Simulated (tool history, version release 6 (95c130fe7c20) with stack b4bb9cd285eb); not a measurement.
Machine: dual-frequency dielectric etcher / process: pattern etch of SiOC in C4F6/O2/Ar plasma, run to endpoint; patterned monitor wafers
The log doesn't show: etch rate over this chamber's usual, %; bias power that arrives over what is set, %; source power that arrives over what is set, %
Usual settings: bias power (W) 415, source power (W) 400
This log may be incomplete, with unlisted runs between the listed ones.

run	hour	bias power (W)	source power (W)	wafers since the last listed run	hours since the last wet clean	hours since the last bias power generator calibration	hours since the last source power generator calibration	hours since the last upper electrode change	incoming incoming film thickness, nm	endpoint time (s)
1	0	415	400	0	183.3	1432.6	3599.7	3410	27.55	10.5
2	20.4	415	400	201	203.7	1453	3620.1	3430.4	27.7	10.4
3	35	415	400	144	218.3	1467.6	3634.7	3445	27.99	10.5
4	137	415	400	1009	320.3	1569.6	3736.7	3547	28.2	10.5
5	159.7	415	400	224	343	1592.3	3759.4	3569.7	27.77	10.4
# hour 213.5: wet clean of the chamber
# hour 232: bias power generator calibrated
# hour 234.5: upper electrode replaced
6	235	415	400	443	21.5	3	3834.7	0.5	27.85	10.7
7	235.3	415	480	2	21.8	3.3	3835	0.8	27.85	10.1
8	235.6	450	400	2	22.1	3.6	3835.3	1.1	27.9	10.4
9	252.5	374	450	167	39	20.5	3852.2	18	27.77	10.5
# hour 282.6: source power generator calibrated
10	283.1	490	340	263	69.6	51.1	0.5	48.6	28.25	10.8
11	303.2	415	400	198	89.7	71.2	20.6	68.7	27.57	10.5
12	324.6	349	360	211	111.1	92.6	42	90.1	27.6	11.5
13	340.9	415	500	161	127.4	108.9	58.3	106.4	27.82	9.8
14	363.9	415	310	227	150.4	131.9	81.3	129.4	27.69	11.3

Hidden state, per run?
bias power that arrives over what is set, %: 0 across all the runs
source power that arrives over what is set, %: 0 across all the runs
H1: etch rate over this chamber's usual, %
run	H1
1	1.52
2	1.74
3	1.9
4	3.02
5	3.27
6	0.272
7	0.275
8	0.278
9	0.463
10	0.798
11	1.02
12	1.25
13	1.43
14	1.68
